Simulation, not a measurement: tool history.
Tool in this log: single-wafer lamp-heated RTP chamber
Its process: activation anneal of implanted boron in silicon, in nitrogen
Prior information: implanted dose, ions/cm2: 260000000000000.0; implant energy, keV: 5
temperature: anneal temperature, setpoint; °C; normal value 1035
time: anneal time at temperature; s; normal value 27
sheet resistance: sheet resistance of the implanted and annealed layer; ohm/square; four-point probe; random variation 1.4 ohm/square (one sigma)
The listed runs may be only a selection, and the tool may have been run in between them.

run	hour	temperature	time	read-back reference wafer on the same gauge, sheet resistance	sheet resistance
1	0.0	1049	15	408.66	449.52
2	100.8	1049	15	407.37	447.21
3	198.7	1049	15	407.48	446.52
4	251.1	1035	33	407.51	441.27
5	314.9	1035	27	407.44	442.82
# hour 363.2: pyrometer window cleaned and pyrometer calibrated
6	385.3	1035	27	406.90	440.54
7	467.9	1035	27	407.40	441.65
8	568.1	1035	27	407.68	442.41
9	622.6	1035	34	407.13	438.79
# hour 637.5: gauge calibrated
10	720.0	1035	14	412.91	453.43
# hour 767.4: reflector plate cleaned
11	785.4	1035	14	410.07	451.17
12	847.7	1045	11	410.06	452.33
13	930.2	1049	15	408.89	448.70
14	1006.3	1059	18	408.65	445.09
15	1073.2	1023	34	408.31	443.68
16	1143.4	1054	27	407.04	436.25

What if the next run were any one of these 3? Each begins from the tool's condition after run 16:
A	1143.8	1027	27	?	?
B	1143.8	1019	16	?	?
C	1143.8	1052	17	?	?

run	read-back reference wafer on the same gauge, sheet resistance	sheet resistance
A	407.86	442.52
B	407.86	447.35
C	407.86	442.87
The same runs, with their run-to-run variation unchanged, on a tool lacking any hidden condition would have given:
run	sheet resistance
A	449.37
B	454.28
C	449.73

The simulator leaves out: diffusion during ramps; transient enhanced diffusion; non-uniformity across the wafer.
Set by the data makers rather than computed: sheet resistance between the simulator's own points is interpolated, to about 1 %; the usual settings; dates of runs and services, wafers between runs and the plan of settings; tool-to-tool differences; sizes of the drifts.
